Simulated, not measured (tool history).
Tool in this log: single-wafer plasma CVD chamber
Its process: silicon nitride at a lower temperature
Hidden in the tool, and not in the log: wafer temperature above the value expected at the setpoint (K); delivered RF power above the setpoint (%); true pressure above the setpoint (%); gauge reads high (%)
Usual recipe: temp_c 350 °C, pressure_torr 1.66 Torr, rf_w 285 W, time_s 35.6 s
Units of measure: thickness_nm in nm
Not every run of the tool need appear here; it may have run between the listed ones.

run	hour	temp_c	pressure_torr	rf_w	time_s	wafers since the last listed run	hours since the last thermocouple change	hours since the last RF generator calibration	hours since the last manometer calibration	hours since the showerhead was replaced	hours since the gauge calibration	read-back reference wafer on the same gauge, thickness_nm	thickness_nm
1	0	350	1.5	285	35.6	0	510.3	1295.9	899.1	3077.6	601.2	36.896	37.011
2	26.2	350	1.5	285	35.6	528	536.5	1322.1	925.3	3103.8	627.4	36.878	37.987
3	76.7	350	1.5	285	35.6	1018	587	1372.6	975.8	3154.3	677.9	36.92	37.399
4	117.1	350	1.66	285	35.6	814	627.4	1413	1016.2	3194.7	718.3	36.913	38.298
5	157.2	350	1.53	285	35.6	808	667.5	1453.1	1056.3	3234.8	758.4	36.888	37.348
6	202.5	350	1.66	285	35.6	913	712.8	1498.4	1101.6	3280.1	803.7	36.872	38.076
7	242.5	350	1.66	285	35.6	806	752.8	1538.4	1141.6	3320.1	843.7	36.896	38.37
8	270.9	350	1.66	285	35.6	572	781.2	1566.8	1170	3348.5	872.1	36.858	38.225
# hour 452.6: thermocouple changed; heater temperature recalibrated
9	471.8	350	1.66	300	35.6	3890	19.2	1767.7	1370.9	3549.4	1073	36.93	40.18
10	514.3	350	1.66	285	30.2	857	61.7	1810.2	1413.4	3591.9	1115.5	36.906	32.237
# hour 528.7: showerhead replaced, of another model than before
11	555.4	350	1.66	285	30.2	667	102.8	1851.3	1454.5	26.7	1156.6	36.918	32.871

For run 12, what comes out?
12	623.5	350	1.66	255	29.5	1373	170.9	1919.4	1522.6	94.8	1224.7	?	?

{"run 12": {"read-back reference wafer on the same gauge, thickness_nm": 36.885, "thickness_nm": 29.529}}
If the tool had no hidden condition, the same run with the same run-to-run variation would have returned thickness_nm 30.713 nm.
